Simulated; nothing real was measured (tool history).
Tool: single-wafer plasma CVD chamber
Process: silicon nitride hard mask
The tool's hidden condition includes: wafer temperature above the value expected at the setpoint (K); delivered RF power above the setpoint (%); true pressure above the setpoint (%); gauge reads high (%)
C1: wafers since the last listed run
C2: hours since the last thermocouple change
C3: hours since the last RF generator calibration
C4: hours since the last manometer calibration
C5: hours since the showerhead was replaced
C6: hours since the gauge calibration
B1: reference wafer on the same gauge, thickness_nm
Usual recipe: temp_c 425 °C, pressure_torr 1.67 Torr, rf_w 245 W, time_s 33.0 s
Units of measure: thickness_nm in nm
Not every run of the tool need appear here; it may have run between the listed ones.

Run 1, hour 0.0: usual settings; C1 0; C2 232.9; C3 275.9; C4 1849.5; C5 3035.5; C6 884.1; B1 27.605. Result: thickness_nm 31.940 nm.
Run 2, hour 38.6: usual settings; C1 624; C2 271.5; C3 314.5; C4 1888.1; C5 3074.1; C6 922.7; B1 27.593. Result: thickness_nm 31.750 nm.
At hour 40.1: gauge calibrated.
Run 3, hour 100.2: usual settings; C1 996; C2 333.1; C3 376.1; C4 1949.7; C5 3135.7; C6 60.1; B1 27.620. Result: thickness_nm 31.799 nm.
Run 4, hour 132.5: usual settings; C1 522; C2 365.4; C3 408.4; C4 1982.0; C5 3168.0; C6 92.4; B1 27.632. Result: thickness_nm 31.705 nm.
Run 5, hour 191.4: usual settings; C1 952; C2 424.3; C3 467.3; C4 2040.9; C5 3226.9; C6 151.3; B1 27.599. Result: thickness_nm 31.657 nm.
Run 6, hour 241.9: usual settings; C1 816; C2 474.8; C3 517.8; C4 2091.4; C5 3277.4; C6 201.8; B1 27.606. Result: thickness_nm 31.598 nm.
Run 7, hour 308.3: usual settings; C1 1073; C2 541.2; C3 584.2; C4 2157.8; C5 3343.8; C6 268.2; B1 27.615. Result: thickness_nm 31.501 nm.
Run 8, hour 372.0: usual settings; C1 1030; C2 604.9; C3 647.9; C4 2221.5; C5 3407.5; C6 331.9; B1 27.613. Result: thickness_nm 31.604 nm.
Run 9, hour 427.3: usual settings; C1 894; C2 660.2; C3 703.2; C4 2276.8; C5 3462.8; C6 387.2; B1 27.637. Result: thickness_nm 31.492 nm.
Run 10, hour 536.4: usual settings; C1 1764; C2 769.3; C3 812.3; C4 2385.9; C5 3571.9; C6 496.3; B1 27.612. Result: thickness_nm 31.596 nm.
At hour 664.8: showerhead replaced.
At hour 687.4: RF generator calibrated.
Run 11, hour 733.4: usual settings; C1 2927; C2 966.3; C3 46.0; C4 2582.9; C5 68.6; C6 693.3; B1 27.602. Result: thickness_nm 32.396 nm.
Run 12, hour 772.0: usual settings but pressure_torr 1.44 Torr; C1 624; C2 1004.9; C3 84.6; C4 2621.5; C5 107.2; C6 731.9; B1 27.604. Result: thickness_nm 30.895 nm.
Run 13, hour 830.9: usual settings; C1 952; C2 1063.8; C3 143.5; C4 2680.4; C5 166.1; C6 790.8; B1 27.598. Result: thickness_nm 31.933 nm.
At hour 869.0: gauge calibrated.
Run 14, hour 894.5: usual settings but rf_w 260 W, time_s 36.8 s; C1 1028; C2 1127.4; C3 207.1; C4 2744.0; C5 229.7; C6 25.5; B1 27.570. Result: thickness_nm 36.735 nm.
Run 15, hour 940.4: usual settings but time_s 36.9 s; C1 742; C2 1173.3; C3 253.0; C4 2789.9; C5 275.6; C6 71.4; B1 27.567. Result: thickness_nm 35.697 nm.
Run 16, hour 974.1: usual settings but temp_c 437 °C, time_s 26.8 s; C1 545; C2 1207.0; C3 286.7; C4 2823.6; C5 309.3; C6 105.1; B1 27.584. Result: thickness_nm 25.697 nm.
At hour 1033.5: capacitance manometer re-zeroed and calibrated.
Run 17, hour 1034.0: usual settings but pressure_torr 1.46 Torr; C1 839; C2 1266.9; C3 346.6; C4 0.5; C5 369.2; C6 165.0; B1 27.580. Result: thickness_nm 31.260 nm.
Run 18, hour 1086.4: usual settings but rf_w 220 W, time_s 26.5 s; C1 847; C2 1319.3; C3 399.0; C4 52.9; C5 421.6; C6 217.4; B1 27.589. Result: thickness_nm 24.208 nm.
Run 19, hour 1120.0: usual settings but temp_c 413 °C, pressure_torr 2.02 Torr, rf_w 225 W, time_s 28.0 s; C1 543; C2 1352.9; C3 432.6; C4 86.5; C5 455.2; C6 251.0; B1 27.591. Result: thickness_nm 27.355 nm.
At hour 1160.5: thermocouple changed; heater temperature recalibrated.
Run 20, hour 1184.0: usual settings but pressure_torr 2.08 Torr; C1 905; C2 23.5; C3 496.6; C4 150.5; C5 519.2; C6 315.0; B1 27.599. Result: thickness_nm 34.200 nm.
Run 21, hour 1252.9: usual settings; C1 1114; C2 92.4; C3 565.5; C4 219.4; C5 588.1; C6 383.9; B1 27.593. Result: thickness_nm 32.072 nm.
Run 22, hour 1302.2: usual settings; C1 797; C2 141.7; C3 614.8; C4 268.7; C5 637.4; C6 433.2; B1 27.632. Result: thickness_nm 32.010 nm.
Run 23, hour 1326.8: usual settings but temp_c 412 °C, pressure_torr 1.31 Torr; C1 397; C2 166.3; C3 639.4; C4 293.3; C5 662.0; C6 457.8; B1 27.590. Result: thickness_nm 30.040 nm.
Run 24, hour 1393.8: usual settings but temp_c 413 °C; C1 1083; C2 233.3; C3 706.4; C4 360.3; C5 729.0; C6 524.8; B1 27.601. Result: thickness_nm 32.099 nm.
Run 25, hour 1462.8: usual settings but pressure_torr 2.05 Torr, time_s 27.2 s; C1 1115; C2 302.3; C3 775.4; C4 429.3; C5 798.0; C6 593.8; B1 27.601. Result: thickness_nm 27.701 nm.
Run 26, hour 1516.5: usual settings; C1 868; C2 356.0; C3 829.1; C4 483.0; C5 851.7; C6 647.5; B1 27.604. Result: thickness_nm 31.950 nm.

Predict each of these 3 candidate next runs independently; none follows another, all start after run 26:
Run A, hour 1516.9: usual settings; C1 6; C2 356.4; C3 829.5; C4 483.4; C5 852.1; C6 647.9; B1 ?. Result: thickness_nm ?.
Run B, hour 1516.9: usual settings but pressure_torr 2.06 Torr; C1 6; C2 356.4; C3 829.5; C4 483.4; C5 852.1; C6 647.9; B1 ?. Result: thickness_nm ?.
Run C, hour 1516.9: usual settings but temp_c 432 °C, pressure_torr 1.96 Torr; C1 6; C2 356.4; C3 829.5; C4 483.4; C5 852.1; C6 647.9; B1 ?. Result: thickness_nm ?.

run      B1  thickness_nm
  A  27.607        31.905
  B  27.607        33.730
  C  27.607        33.205
Take away the tool's hidden state, keep each run's random variation, and the runs would have read:
run  thickness_nm
  A        33.307
  B        35.188
  C        34.659
